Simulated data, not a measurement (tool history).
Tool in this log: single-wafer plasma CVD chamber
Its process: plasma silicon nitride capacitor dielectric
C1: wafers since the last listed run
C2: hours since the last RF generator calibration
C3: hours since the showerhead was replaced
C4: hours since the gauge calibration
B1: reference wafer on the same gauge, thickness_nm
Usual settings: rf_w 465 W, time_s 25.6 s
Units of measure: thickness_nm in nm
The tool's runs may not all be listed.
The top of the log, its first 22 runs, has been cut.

{"run": 23, "day": 20.167, "rf_w": 525, "time_s": 22.1, "C1": 383, "C2": 225.0, "C3": 149.2, "C4": 729.3, "B1": 32.128, "thickness_nm": 34.882}
{"day": 20.654, "done": "gauge calibrated"}
{"run": 24, "day": 22.4, "rf_w": 375, "time_s": 26.9, "C1": 697, "C2": 278.6, "C3": 202.8, "C4": 41.9, "B1": 31.465, "thickness_nm": 38.279}
{"run": 25, "day": 23.362, "rf_w": 385, "time_s": 28.6, "C1": 300, "C2": 301.7, "C3": 225.9, "C4": 65.0, "B1": 31.584, "thickness_nm": 40.821}
{"run": 26, "day": 24.375, "rf_w": 395, "time_s": 21.7, "C1": 316, "C2": 326.0, "C3": 250.2, "C4": 89.3, "B1": 31.601, "thickness_nm": 31.47}
{"run": 27, "day": 25.129, "rf_w": 465, "time_s": 25.6, "C1": 235, "C2": 344.1, "C3": 268.3, "C4": 107.4, "B1": 31.66, "thickness_nm": 38.725}
{"run": 28, "day": 26.179, "rf_w": 465, "time_s": 25.6, "C1": 327, "C2": 369.3, "C3": 293.5, "C4": 132.6, "B1": 31.721, "thickness_nm": 38.844}
{"run": 29, "day": 27.133, "rf_w": 505, "time_s": 21.5, "C1": 297, "C2": 392.2, "C3": 316.4, "C4": 155.5, "B1": 31.801, "thickness_nm": 33.149}
{"run": 30, "day": 28.138, "rf_w": 505, "time_s": 21.5, "C1": 313, "C2": 416.3, "C3": 340.5, "C4": 179.6, "B1": 31.792, "thickness_nm": 33.263}
{"run": 31, "day": 28.679, "rf_w": 440, "time_s": 28.9, "C1": 169, "C2": 429.3, "C3": 353.5, "C4": 192.6, "B1": 31.886, "thickness_nm": 43.268}

What if the next run were any one of these 3? Each begins from the tool's condition after run 31:
{"run": "A", "day": 28.696, "rf_w": 465, "time_s": 25.6, "C1": 5, "C2": 429.7, "C3": 353.9, "C4": 193.0, "B1": "?", "thickness_nm": "?"}
{"run": "B", "day": 28.696, "rf_w": 555, "time_s": 21.9, "C1": 5, "C2": 429.7, "C3": 353.9, "C4": 193.0, "B1": "?", "thickness_nm": "?"}
{"run": "C", "day": 28.696, "rf_w": 495, "time_s": 25.6, "C1": 5, "C2": 429.7, "C3": 353.9, "C4": 193.0, "B1": "?", "thickness_nm": "?"}

run=A B1=31.864 thickness_nm=38.799
run=B B1=31.864 thickness_nm=34.661
run=C B1=31.864 thickness_nm=39.391
Stripped of hidden state, with their random variation kept, the same runs would have yielded:
run=A thickness_nm=38.264
run=B thickness_nm=34.182
run=C thickness_nm=38.848

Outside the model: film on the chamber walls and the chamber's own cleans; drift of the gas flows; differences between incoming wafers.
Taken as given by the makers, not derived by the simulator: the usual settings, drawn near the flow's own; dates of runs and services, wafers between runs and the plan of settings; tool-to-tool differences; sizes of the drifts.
